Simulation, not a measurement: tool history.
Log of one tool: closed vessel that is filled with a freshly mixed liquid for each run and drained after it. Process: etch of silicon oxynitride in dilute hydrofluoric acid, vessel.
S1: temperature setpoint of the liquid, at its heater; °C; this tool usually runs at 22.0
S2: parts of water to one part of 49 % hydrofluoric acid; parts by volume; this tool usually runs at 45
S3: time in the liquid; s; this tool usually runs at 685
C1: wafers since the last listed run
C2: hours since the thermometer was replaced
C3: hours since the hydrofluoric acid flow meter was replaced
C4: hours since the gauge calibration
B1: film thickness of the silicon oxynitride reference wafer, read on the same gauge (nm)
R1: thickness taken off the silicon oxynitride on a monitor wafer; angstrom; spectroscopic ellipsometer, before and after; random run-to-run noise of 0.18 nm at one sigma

run,hour,S1,S2,S3,C1,C2,C3,C4,B1,R1
1,0.0,19.0,45,685,0,1026.9,1054.8,38.8,149.97,197.0
2,10.8,19.0,45,685,837,1037.7,1065.6,49.6,149.98,194.9
3,28.1,22.0,45,685,1341,1055.0,1082.9,66.9,150.00,228.5
4,38.9,22.0,45,685,837,1065.8,1093.7,77.7,150.03,226.0
5,47.6,23.0,45,685,674,1074.5,1102.4,86.4,150.02,238.1
6,53.8,23.0,45,685,480,1080.7,1108.6,92.6,150.04,237.8
7,70.7,22.0,45,685,1310,1097.6,1125.5,109.5,150.03,228.3
8,84.0,22.0,45,685,1031,1110.9,1138.8,122.8,150.00,224.6
# hour 91.1: hydrofluoric acid flow meter replaced
9,99.2,22.0,45,685,1100,1126.1,8.1,138.0,149.98,261.5
10,117.0,24.5,45,685,1379,1143.9,25.9,155.8,150.05,293.2
11,123.0,24.5,45,685,465,1149.9,31.9,161.8,149.99,291.5
12,134.0,24.5,45,685,852,1160.9,42.9,172.8,150.00,293.4

Expected results for the next run?
13,147.5,23.0,45,685,1046,1174.4,56.4,186.3,?,?

B1: 150.04
R1: 271.4 angstrom
Without the tool's hidden state the same run would have given R1 313.7 angstrom.
